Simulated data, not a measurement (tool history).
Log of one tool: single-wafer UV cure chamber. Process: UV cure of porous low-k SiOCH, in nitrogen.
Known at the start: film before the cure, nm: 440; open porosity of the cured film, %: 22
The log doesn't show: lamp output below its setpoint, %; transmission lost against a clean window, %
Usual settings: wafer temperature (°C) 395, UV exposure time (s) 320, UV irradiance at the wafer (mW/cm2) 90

run   hour  wafer temperature (°C)  UV exposure time (s)  UV irradiance at the wafer (mW/cm2)  wafers since the last listed run  hours since the UV bulbs were replaced  wafers since the quartz window was cleaned  loss of film thickness in the cure (%)
  1      0                     395                   320                                   90                                 0                                  1432.5                                        1879                                   12.54
  2   17.4                     395                   320                                   90                               105                                  1449.9                                        1985                                  12.677
  3   43.6                     388                   215                                   90                               159                                  1476.1                                        2144                                  10.515
  4   51.1                     388                   215                                   90                                45                                  1483.6                                        2190                                  10.552
  5   67.4                     388                   215                                   90                                99                                  1499.9                                        2289                                  10.679
  6   77.3                     395                   205                                   90                                60                                  1509.8                                        2350                                  10.595
  7   87.3                     395                   320                                  100                                60                                  1519.8                                        2411                                   13.11
  8   99.5                     395                   320                                  100                                74                                    1532                                        2485                                   13.08
  9  126.4                     395                   320                                   90                               163                                  1558.9                                        2649                                  12.549
 10  136.6                     395                   320                                   90                                62                                  1569.1                                        2711                                  12.605
 11  152.8                     395                   320                                   90                                98                                  1585.3                                        2809                                  12.536
 12  162.3                     395                   320                                   90                                57                                  1594.8                                        2867                                  12.603
 13  172.4                     395                   320                                   90                                61                                  1604.9                                        2929                                  12.635
 14  189.1                     395                   320                                   98                               101                                  1621.6                                        3031                                  12.993
 15  196.3                     395                   320                                   98                                43                                  1628.8                                        3074                                  12.941
     206.1  -- UV bulbs replaced
 16  207.8                     395                   450                                  121                                21                                     1.7                                        3096                                  15.671
 17  217.9                     395                   320                                  113                                61                                    11.8                                        3157                                  13.676
 18    230                     395                   320                                  113                                73                                    23.9                                        3231                                  13.601
 19  243.5                     385                   320                                   90                                82                                    37.4                                        3313                                   12.53
 20  254.5                     415                   500                                   55                                67                                    48.4                                        3380                                  12.786
 21  261.5                     387                   375                                  108                                42                                    55.4                                        3423                                  13.874
 22  270.5                     379                   490                                   90                                54                                    64.4                                        3478                                  14.206
 23  287.2                     395                   450                                  121                               101                                    81.1                                        3579                                  15.521
 24  299.9                     395                   240                                  112                                77                                    93.8                                        3657                                  12.306
 25  308.3                     395                   320                                   90                                51                                   102.2                                        3708                                  12.481
 26    326                     377                   475                                   53                               107                                   119.9                                        3816                                  11.782
 27  342.5                     395                   320                                  100                               100                                   136.4                                        3916                                  12.872
 28  356.7                     388                   175                                   75                                86                                   150.6                                        4003                                   8.904
 29  368.6                     385                   150                                   90                                72                                   162.5                                        4075                                   9.011
     380.6  -- quartz window cleaned
 30  381.2                     395                   320                                   90                                28                                   175.1                                           3                                   12.61
 31  390.1                     382                   245                                   90                                54                                     184                                          57                                   11.06
 32  397.3                     413                   370                                   90                                43                                   191.2                                         101                                   13.69
 33  410.9                     403                   320                                   90                                82                                   204.8                                         184                                  12.432
 34  418.5                     388                   155                                   58                                46                                   212.4                                         230                                   7.371
 35  432.3                     406                   220                                   90                                84                                   226.2                                         314                                   10.95
 36  448.9                     395                   320                                   90                               101                                   242.8                                         415                                  12.568
 37  457.6                     395                   320                                   90                                52                                   251.5                                         468                                   12.75
 38  464.7                     395                   245                                   57                                43                                   258.6                                         512                                   9.387
 39  480.2                     395                   170                                   90                                94                                   274.1                                         606                                   9.879

What the log doesn't show, run by run:
lamp output below its setpoint, %: 0 in every run
transmission lost against a clean window, %: 0 in every run
